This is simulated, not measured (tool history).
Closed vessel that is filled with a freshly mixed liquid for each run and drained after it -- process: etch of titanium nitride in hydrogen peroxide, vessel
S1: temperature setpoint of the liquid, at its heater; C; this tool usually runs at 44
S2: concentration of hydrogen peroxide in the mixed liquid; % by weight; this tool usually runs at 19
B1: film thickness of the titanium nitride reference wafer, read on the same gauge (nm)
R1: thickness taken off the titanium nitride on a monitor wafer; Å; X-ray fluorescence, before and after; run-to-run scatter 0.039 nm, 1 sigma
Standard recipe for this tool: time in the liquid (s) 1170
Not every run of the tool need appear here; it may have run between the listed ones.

{"run": 1, "hour": 0.0, "S1": 44, "S2": 19, "time in the liquid (s)": 1170, "B1": 99.98, "R1": 173.4}
{"run": 2, "hour": 14.7, "S1": 44, "S2": 19, "time in the liquid (s)": 1170, "B1": 100, "R1": 173.9}
{"run": 3, "hour": 26.7, "S1": 44, "S2": 19, "time in the liquid (s)": 1170, "B1": 100, "R1": 173.7}
{"run": 4, "hour": 34.4, "S1": 44, "S2": 22, "time in the liquid (s)": 1170, "B1": 100.02, "R1": 178.6}
{"run": 5, "hour": 46.2, "S1": 44, "S2": 22, "time in the liquid (s)": 1170, "B1": 100, "R1": 178.9}
{"run": 6, "hour": 53.2, "S1": 44, "S2": 22, "time in the liquid (s)": 1170, "B1": 100.02, "R1": 178.5}
{"run": 7, "hour": 70.9, "S1": 44, "S2": 19, "time in the liquid (s)": 1170, "B1": 100, "R1": 172.7}
{"hour": 80.9, "done": "thermometer replaced"}
{"run": 8, "hour": 81.4, "S1": 44, "S2": 19, "time in the liquid (s)": 1170, "B1": 100.01, "R1": 184}
{"hour": 91.0, "done": "new drum of peroxide connected"}
{"run": 9, "hour": 94.2, "S1": 44, "S2": 19, "time in the liquid (s)": 1170, "B1": 100.01, "R1": 187.2}
{"hour": 106.1, "done": "gauge calibrated"}
{"run": 10, "hour": 111.9, "S1": 48.5, "S2": 19, "time in the liquid (s)": 1170, "B1": 99.96, "R1": 260.4}
{"hour": 122.3, "done": "peroxide flow meter replaced"}
{"run": 11, "hour": 127.8, "S1": 35, "S2": 19, "time in the liquid (s)": 1170, "B1": 99.98, "R1": 93.2}

Run 12 has not been measured yet. What should we expect?
{"run": 12, "hour": 141.1, "S1": 44, "S2": 19, "time in the liquid (s)": 1170, "B1": "?", "R1": "?"}

{"run 12": {"B1": 100, "R1": 186.3}}
Without the tool's hidden state the same run would have given R1 188.6 Å.
